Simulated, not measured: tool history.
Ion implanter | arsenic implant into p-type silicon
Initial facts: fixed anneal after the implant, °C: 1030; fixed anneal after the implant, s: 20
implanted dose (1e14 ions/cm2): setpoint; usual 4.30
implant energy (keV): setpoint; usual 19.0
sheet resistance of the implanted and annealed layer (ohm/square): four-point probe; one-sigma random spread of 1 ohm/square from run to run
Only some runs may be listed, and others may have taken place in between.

run	hour	implanted dose (1e14 ions/cm2)	implant energy (keV)	read-back reference wafer on the same gauge, sheet resistance	sheet resistance of the implanted and annealed layer (ohm/square)
1	0.0	4.30	19.0	261.27	224.28
2	66.4	4.30	19.0	260.85	224.15
3	127.5	4.30	19.0	260.91	223.75
4	183.4	4.30	19.0	260.87	224.55
5	235.7	4.30	19.0	260.98	224.07
6	288.2	4.30	19.0	261.29	222.38
7	352.2	4.72	21.0	261.06	205.51
8	382.9	4.72	21.0	261.02	204.42
9	434.1	4.30	24.0	260.95	216.53
10	498.8	4.30	24.0	260.93	216.03
11	551.9	4.30	24.0	261.15	216.75
12	583.6	4.30	19.0	261.29	222.15
13	628.4	4.30	19.0	260.95	223.76
14	666.6	5.04	24.0	261.15	190.33
15	737.7	5.02	19.0	261.20	197.87
16	785.4	5.09	14.5	261.24	201.31
17	843.7	3.14	15.0	260.88	289.69
18	868.3	5.48	12.5	260.74	192.83
19	910.4	4.30	14.5	261.20	229.74
20	942.1	4.30	19.0	260.78	222.83
21	981.2	3.22	24.5	261.03	268.86
# hour 1031.4: Faraday cup replaced and dose calibrated
22	1048.5	4.30	19.0	261.25	227.06
# hour 1105.1: gauge calibrated
23	1228.7	5.52	14.0	261.31	192.83
# hour 1265.6: extraction supply calibrated
24	1266.2	5.57	19.0	260.93	185.84
25	1312.0	3.84	25.5	261.06	237.10
26	1382.6	3.67	21.5	260.89	249.94
27	1407.5	3.02	24.0	261.17	284.43
28	1435.4	3.66	23.0	261.16	247.82
29	1503.1	5.31	19.0	261.09	190.57
30	1573.3	4.30	19.0	261.14	224.00
31	1616.9	3.84	21.0	261.06	240.83
32	1668.7	4.73	14.5	260.69	213.38
33	1716.8	4.73	14.5	261.00	213.22
34	1745.8	4.72	17.0	260.98	210.21
35	1785.0	3.44	22.0	261.28	259.02
36	1838.1	3.95	16.5	261.05	241.62

Hidden state or all else? Some run-to-run changes of sheet resistance of the implanted and annealed layer (ohm/square), split into what the settings, what came in and random variation would give without the hidden state, and what is left for the hidden state (with any gauge scatter that isn't in both results):
Hidden state present: deviation of the true dose from the Faraday cup's reading, %; deviation of the true energy from its setpoint, %; gauge reads high (%).
Run 16 -> 17: implanted dose (1e14 ions/cm2) 5.09 -> 3.14, implant energy (keV) 14.5 -> 15.0. sheet resistance of the implanted and annealed layer (ohm/square) +88.38: hidden state -2.75, all else +91.13.
Run 17 -> 18: implanted dose (1e14 ions/cm2) 3.14 -> 5.48, implant energy (keV) 15.0 -> 12.5. sheet resistance of the implanted and annealed layer (ohm/square) -96.86: hidden state +2.94, all else -99.80.
Run 21 -> 22: implanted dose (1e14 ions/cm2) 3.22 -> 4.30, implant energy (keV) 24.5 -> 19.0, Faraday cup replaced and dose calibrated. sheet resistance of the implanted and annealed layer (ohm/square) -41.80: hidden state +7.01, all else -48.81.
Run 28 -> 29: implanted dose (1e14 ions/cm2) 3.66 -> 5.31, implant energy (keV) 23.0 -> 19.0. sheet resistance of the implanted and annealed layer (ohm/square) -57.25: hidden state +0.85, all else -58.10.
